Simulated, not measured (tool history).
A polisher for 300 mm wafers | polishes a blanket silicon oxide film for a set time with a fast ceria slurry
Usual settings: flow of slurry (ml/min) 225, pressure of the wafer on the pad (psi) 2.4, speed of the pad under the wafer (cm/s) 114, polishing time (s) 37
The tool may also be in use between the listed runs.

run    hour  flow of slurry (ml/min)  pressure of the wafer on the pad (psi)  speed of the pad under the wafer (cm/s)  polishing time (s)  incoming thickness of the incoming film, nm  film removed (nm)
  1       0                      225                                     2.4                                      104                  37                                       1658.5              413.1
  2    36.7                      225                                     2.4                                      122                  37                                       1661.3              470.4
  3    77.5                      225                                     2.4                                      114                  37                                       1671.5              439.2
       81.5  -- worn pad replaced by a new one
       92.6  -- slurry nozzle cleaned
  4   133.6                      225                                     2.4                                      114                  37                                       1663.7              434.1
      142.6  -- head pressure recalibrated
  5   162.2                      190                                     2.4                                      114                  37                                       1679.4              474.6
  6   232.5                      190                                     2.4                                      114                  37                                       1667.2              469.4
  7   267.4                      190                                     2.4                                      114                  37                                       1655.8              460.4
  8     297                      225                                     2.4                                      114                  37                                       1658.9              461.6
  9   342.5                      225                                     2.4                                      114                  37                                       1690.2              450.4
      373.3  -- worn pad replaced by a new one, of another model than before
 10   379.3                      225                                     2.4                                      114                  37                                       1651.2              442.5
 11   430.9                      225                                     2.4                                      114                  37                                       1671.3              440.9
 12   461.3                      225                                     2.7                                      114                  37                                       1634.4              481.6
 13   532.3                      265                                     2.4                                      114                  45                                       1667.1              528.3
      533.3  -- slurry nozzle cleaned
      583.1  -- head pressure recalibrated
 14   614.8                      245                                     2.9                                      114                  37                                       1637.9                569
      632.9  -- worn pad replaced by a new one
 15     647                      290                                     2.4                                      114                  37                                       1682.1              483.2
 16     797                      225                                     2.4                                       74                  48                                       1640.8              416.7
      910.6  -- worn pad replaced by a new one
 17   924.1                      175                                     2.2                                      114                  37                                       1644.4              386.1
      951.5  -- head pressure recalibrated
 18   968.7                      245                                     2.9                                      114                  37                                       1645.4              564.9
      984.5  -- slurry nozzle cleaned
 19  1003.9                      225                                     2.4                                      104                  37                                       1663.1              442.5
 20  1074.5                      225                                     2.4                                      114                  37                                       1664.1              463.9
 21  1119.3                      265                                       3                                      114                  26                                       1693.2              404.3
 22  1150.1                      285                                     2.4                                      114                  37                                       1654.8              473.9
 23  1183.8                      225                                     2.7                                       92                  31                                       1661.5              365.1
 24  1213.8                      225                                     1.6                                      136                  33                                       1646.7              324.7
     1224.8  -- worn pad replaced by a new one
 25    1244                      190                                     2.4                                      114                  37                                       1651.3              435.3
 26  1285.2                      280                                     2.4                                      114                  25                                       1655.7              308.9
 27  1414.8                      225                                     2.4                                      114                  37                                       1662.6              430.1
     1432.6  -- head pressure recalibrated
     1438.1  -- slurry nozzle cleaned
 28  1475.6                      225                                     3.2                                      130                  47                                       1648.5              839.2
     1494.9  -- worn pad replaced by a new one
 29  1521.6                      175                                     2.4                                       98                  37                                       1664.7              383.3

Forecast each of these 5 alternatives for the next run:
  A  1522                      225                                     2.8                                      114                  37                                       1678.2                  ?
  B  1522                      195                                     2.4                                      114                  49                                       1678.2                  ?
  C  1522                      190                                     2.4                                      114                  46                                       1678.2                  ?
  D  1522                      225                                     2.4                                      114                  31                                       1678.2                  ?
  E  1522                      225                                     2.4                                      114                  50                                       1678.2                  ?

run  film removed (nm)
  A              511.6
  B              572.2
  C              533.9
  D              372.5
  E              600.7
Without the tool's hidden state the same runs would have given:
run  film removed (nm)
  A              533.2
  B              596.4
  C              556.5
  D              388.2
  E              626.1
